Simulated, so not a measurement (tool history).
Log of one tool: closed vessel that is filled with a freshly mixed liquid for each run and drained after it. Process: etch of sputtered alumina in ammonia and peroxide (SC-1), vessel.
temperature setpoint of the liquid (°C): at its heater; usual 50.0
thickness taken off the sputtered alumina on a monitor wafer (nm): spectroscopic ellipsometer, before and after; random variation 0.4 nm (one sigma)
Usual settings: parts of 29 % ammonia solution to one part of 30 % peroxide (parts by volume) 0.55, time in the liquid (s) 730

| run | hour | temperature setpoint of the liquid (°C) | parts of 29 % ammonia solution to one part of 30 % peroxide (parts by volume) | time in the liquid (s) | wafers since the last listed run | hours since the thermometer was replaced | hours since the ammonia flow meter was replaced | hours since the drum of ammonia solution was connected | hours since the gauge calibration | read-back film thickness of the sputtered alumina reference wafer, read on the same gauge (nm) | thickness taken off the sputtered alumina on a monitor wafer (nm) |
|---|---|---|---|---|---|---|---|---|---|---|---|
| 1 | 0.0 | 50.0 | 0.55 | 730 | 0 | 1780.6 | 667.9 | 219.9 | 527.4 | 30.01 | 48.13 |
| 2 | 20.3 | 50.0 | 0.55 | 730 | 1599 | 1800.9 | 688.2 | 240.2 | 547.7 | 30.02 | 48.33 |
| 3 | 33.3 | 50.0 | 0.55 | 730 | 1024 | 1813.9 | 701.2 | 253.2 | 560.7 | 30.00 | 48.07 |
| 4 | 67.5 | 50.0 | 0.55 | 730 | 2695 | 1848.1 | 735.4 | 287.4 | 594.9 | 29.99 | 48.21 |
| 5 | 95.3 | 50.0 | 0.55 | 730 | 2191 | 1875.9 | 763.2 | 315.2 | 622.7 | 29.99 | 47.71 |
|  | 110.1 | thermometer replaced |
| 6 | 116.6 | 50.0 | 0.40 | 730 | 1599 | 6.5 | 784.5 | 336.5 | 644.0 | 29.98 | 41.12 |
| 7 | 145.1 | 50.0 | 0.40 | 730 | 2246 | 35.0 | 813.0 | 365.0 | 672.5 | 30.01 | 40.84 |
| 8 | 174.5 | 50.0 | 0.40 | 730 | 2317 | 64.4 | 842.4 | 394.4 | 701.9 | 30.00 | 41.46 |
|  | 201.2 | ammonia flow meter replaced |
| 9 | 210.0 | 50.0 | 0.80 | 730 | 2719 | 99.9 | 8.8 | 429.9 | 737.4 | 29.99 | 43.73 |
|  | 227.7 | gauge calibrated |
| 10 | 231.5 | 55.5 | 0.55 | 730 | 1694 | 121.4 | 30.3 | 451.4 | 3.8 | 30.00 | 57.35 |
| 11 | 263.4 | 50.0 | 0.55 | 600 | 2514 | 153.3 | 62.2 | 483.3 | 35.7 | 29.98 | 34.98 |
|  | 280.9 | new drum of ammonia solution connected |
| 12 | 296.1 | 45.5 | 0.55 | 730 | 2498 | 186.0 | 94.9 | 15.2 | 68.4 | 30.00 | 33.41 |
| 13 | 311.8 | 50.0 | 0.75 | 730 | 1237 | 201.7 | 110.6 | 30.9 | 84.1 | 30.01 | 43.70 |
| 14 | 326.5 | 50.0 | 0.55 | 730 | 1158 | 216.4 | 125.3 | 45.6 | 98.8 | 30.01 | 42.52 |
| 15 | 343.4 | 59.5 | 0.70 | 730 | 1331 | 233.3 | 142.2 | 62.5 | 115.7 | 29.98 | 71.64 |
| 16 | 377.4 | 56.0 | 0.80 | 730 | 2679 | 267.3 | 176.2 | 96.5 | 149.7 | 30.00 | 61.49 |
| 17 | 403.8 | 50.0 | 0.55 | 730 | 2080 | 293.7 | 202.6 | 122.9 | 176.1 | 30.00 | 42.63 |
| 18 | 432.2 | 50.0 | 0.55 | 730 | 2238 | 322.1 | 231.0 | 151.3 | 204.5 | 29.98 | 43.11 |
| 19 | 458.5 | 56.0 | 0.40 | 375 | 2072 | 348.4 | 257.3 | 177.6 | 230.8 | 29.99 | 29.35 |
| 20 | 481.2 | 50.0 | 0.65 | 1130 | 1789 | 371.1 | 280.0 | 200.3 | 253.5 | 30.01 | 68.74 |
| 21 | 496.2 | 53.0 | 0.75 | 290 | 1182 | 386.1 | 295.0 | 215.3 | 268.5 | 30.00 | 20.66 |
| 22 | 512.5 | 58.0 | 0.80 | 1095 | 1284 | 402.4 | 311.3 | 231.6 | 284.8 | 30.02 | 102.55 |
| 23 | 530.5 | 47.5 | 0.80 | 460 | 1418 | 420.4 | 329.3 | 249.6 | 302.8 | 30.02 | 24.65 |
| 24 | 565.4 | 50.0 | 0.40 | 1035 | 2750 | 455.3 | 364.2 | 284.5 | 337.7 | 29.99 | 60.21 |
| 25 | 600.0 | 50.0 | 0.55 | 730 | 2727 | 489.9 | 398.8 | 319.1 | 372.3 | 29.99 | 43.75 |
| 26 | 615.8 | 50.0 | 0.55 | 730 | 1245 | 505.7 | 414.6 | 334.9 | 388.1 | 30.02 | 42.92 |
| 27 | 628.9 | 44.0 | 0.55 | 880 | 1032 | 518.8 | 427.7 | 348.0 | 401.2 | 30.01 | 38.10 |
| 28 | 652.3 | 50.0 | 0.55 | 730 | 1844 | 542.2 | 451.1 | 371.4 | 424.6 | 29.96 | 43.80 |

Forecast each of these 4 alternatives for the next run:
| A | 653.2 | 50.0 | 0.55 | 730 | 70 | 543.1 | 452.0 | 372.3 | 425.5 | ? | ? |
| B | 653.2 | 55.5 | 0.65 | 1025 | 70 | 543.1 | 452.0 | 372.3 | 425.5 | ? | ? |
| C | 653.2 | 54.5 | 0.40 | 370 | 70 | 543.1 | 452.0 | 372.3 | 425.5 | ? | ? |
| D | 653.2 | 50.0 | 0.45 | 340 | 70 | 543.1 | 452.0 | 372.3 | 425.5 | ? | ? |

| run | read-back film thickness of the sputtered alumina reference wafer, read on the same gauge (nm) | thickness taken off the sputtered alumina on a monitor wafer (nm) |
|---|---|---|
| A | 30.04 | 43.33 |
| B | 30.04 | 83.07 |
| C | 30.04 | 27.16 |
| D | 30.04 | 19.80 |
Without the tool's hidden state the same runs would have given:
| run | thickness taken off the sputtered alumina on a monitor wafer (nm) |
|---|---|
| A | 41.75 |
| B | 80.14 |
| C | 26.19 |
| D | 19.08 |
